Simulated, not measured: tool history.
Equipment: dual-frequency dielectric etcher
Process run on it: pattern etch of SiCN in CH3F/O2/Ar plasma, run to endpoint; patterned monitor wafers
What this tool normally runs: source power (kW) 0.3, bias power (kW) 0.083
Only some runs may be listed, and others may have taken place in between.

run,day,source power (kW),bias power (kW),"incoming incoming film thickness, nm",endpoint time (s)
1,0,0.3,0.083,10.19,28.7
2,2.554,0.3,0.083,10.26,29
3,5.883,0.3,0.083,10.12,28.6
4,7.612,0.3,0.083,10.17,28.8
5,10.358,0.24,0.083,10.25,31.2
6,12.375,0.24,0.083,10.32,31.4
7,15.325,0.35,0.072,10.17,29.5
8,18.475,0.35,0.072,10.27,29.7
9,22.846,0.3,0.083,10.22,29
10,25.942,0.3,0.083,10.22,28.7
11,29.608,0.3,0.078,10.19,29.5
12,32.096,0.25,0.083,10.25,30.8
13,36.312,0.25,0.083,10.19,30.3
14,40.079,0.25,0.083,10.14,30.4
15,43.958,0.27,0.083,10.25,30
16,45.771,0.27,0.083,10.16,29.7
17,47.983,0.3,0.083,10.2,28.8
18,50.471,0.22,0.099,10.18,28.8
19,52.238,0.27,0.089,10.2,28.5
20,56.625,0.24,0.098,10.26,28.4
21,59.554,0.3,0.083,10.26,28.9
22,63.683,0.33,0.083,10.25,27.9
23,67.558,0.23,0.064,10.25,36.1
24,70.017,0.3,0.083,10.2,28.9
25,73.342,0.33,0.098,10.22,25.8
26,77.267,0.32,0.074,10.17,30
27,80.471,0.28,0.096,10.27,27.6
28,83.883,0.3,0.094,10.16,27.3
29,86.425,0.3,0.083,10.24,29.2
30,90.429,0.32,0.077,10.13,29.4
31,94.233,0.3,0.083,10.27,28.9
32,96.254,0.3,0.083,10.22,29
33,100.258,0.3,0.063,10.12,33.2
34,107.233,0.3,0.083,10.22,28.9
35,110.892,0.37,0.098,10.2,24.9

Not shown: 8 entries that the log had between the listed runs. Between which runs, and how does the tool's hidden state differ before and after?
Runs 2 to 3: wet clean of the chamber (day 5.862)
  source power that arrives over what is set, %: 0.58 -> 0.677
  the result without the hidden state subtracted from the measured one, endpoint time (s): +0 -> -0.1
Runs 11 to 12: wet clean of the chamber (day 31.192)
  source power that arrives over what is set, %: 1.59 -> 1.71
  the result without the hidden state subtracted from the measured one, endpoint time (s): -0.2 -> -0.2
Runs 14 to 15: bias power generator calibrated (day 43.938)
  source power that arrives over what is set, %: 2.12 -> 2.33
  the result without the hidden state subtracted from the measured one, endpoint time (s): -0.2 -> -0.3
Runs 19 to 20: upper electrode replaced (day 54.442); wet clean of the chamber (day 54.467)
  source power that arrives over what is set, %: 2.82 -> 3.1
  the result without the hidden state subtracted from the measured one, endpoint time (s): -0.2 -> -0.2
Runs 22 to 23: source power generator calibrated (day 65.004)
  source power that arrives over what is set, %: 3.58 -> 0.419
  the result without the hidden state subtracted from the measured one, endpoint time (s): -0.4 -> -0.1
Runs 27 to 28: wet clean of the chamber (day 81.608)
  source power that arrives over what is set, %: 0.499 -> 0.539
  the result without the hidden state subtracted from the measured one, endpoint time (s): +0 -> +0
Runs 33 to 34: wet clean of the chamber (day 104.767)
  source power that arrives over what is set, %: 0.843 -> 1.03
  the result without the hidden state subtracted from the measured one, endpoint time (s): -0.1 -> -0.1
